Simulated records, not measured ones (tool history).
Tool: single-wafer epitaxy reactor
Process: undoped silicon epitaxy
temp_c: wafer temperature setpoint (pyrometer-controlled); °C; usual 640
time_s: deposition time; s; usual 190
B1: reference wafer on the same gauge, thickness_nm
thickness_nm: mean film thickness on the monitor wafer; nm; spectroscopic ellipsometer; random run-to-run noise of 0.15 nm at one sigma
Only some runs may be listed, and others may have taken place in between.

run 1 day=0.000 | temp_c=632 time_s=190 | B1=28.609 | thickness_nm=21.512
run 2 day=2.925 | temp_c=640 time_s=190 | B1=28.573 | thickness_nm=26.255
run 3 day=5.579 | temp_c=640 time_s=190 | B1=28.591 | thickness_nm=26.423
run 4 day=8.167 | temp_c=640 time_s=190 | B1=28.594 | thickness_nm=26.393
run 5 day=10.954 | temp_c=640 time_s=190 | B1=28.593 | thickness_nm=26.720
-- day=11.883 gauge calibrated
run 6 day=12.829 | temp_c=640 time_s=190 | B1=28.602 | thickness_nm=26.260
run 7 day=15.288 | temp_c=640 time_s=190 | B1=28.627 | thickness_nm=26.645
run 8 day=18.279 | temp_c=640 time_s=190 | B1=28.603 | thickness_nm=26.358
run 9 day=20.425 | temp_c=629 time_s=209 | B1=28.634 | thickness_nm=22.152
-- day=21.279 pyrometer calibrated
run 10 day=22.133 | temp_c=647 time_s=166 | B1=28.618 | thickness_nm=27.560
run 11 day=23.604 | temp_c=633 time_s=206 | B1=28.603 | thickness_nm=24.073
run 12 day=25.875 | temp_c=655 time_s=190 | B1=28.581 | thickness_nm=37.709
run 13 day=27.771 | temp_c=633 time_s=213 | B1=28.588 | thickness_nm=24.940
run 14 day=29.712 | temp_c=640 time_s=190 | B1=28.603 | thickness_nm=26.364
run 15 day=32.617 | temp_c=640 time_s=190 | B1=28.572 | thickness_nm=26.034
run 16 day=34.050 | temp_c=655 time_s=201 | B1=28.609 | thickness_nm=40.199

Predict each of these 4 candidate next runs independently; none follows another, all start after run 16:
run A day=34.071 | temp_c=640 time_s=190 | B1=? | thickness_nm=?
run B day=34.071 | temp_c=647 time_s=157 | B1=? | thickness_nm=?
run C day=34.071 | temp_c=626 time_s=225 | B1=? | thickness_nm=?
run D day=34.071 | temp_c=646 time_s=190 | B1=? | thickness_nm=?

run=A B1=28.638 thickness_nm=26.050
run=B B1=28.638 thickness_nm=25.533
run=C B1=28.638 thickness_nm=21.732
run=D B1=28.638 thickness_nm=30.160
The same runs, with their run-to-run variation unchanged, on a tool lacking any hidden condition would have given:
run=A thickness_nm=26.050
run=B thickness_nm=25.533
run=C thickness_nm=21.732
run=D thickness_nm=30.160
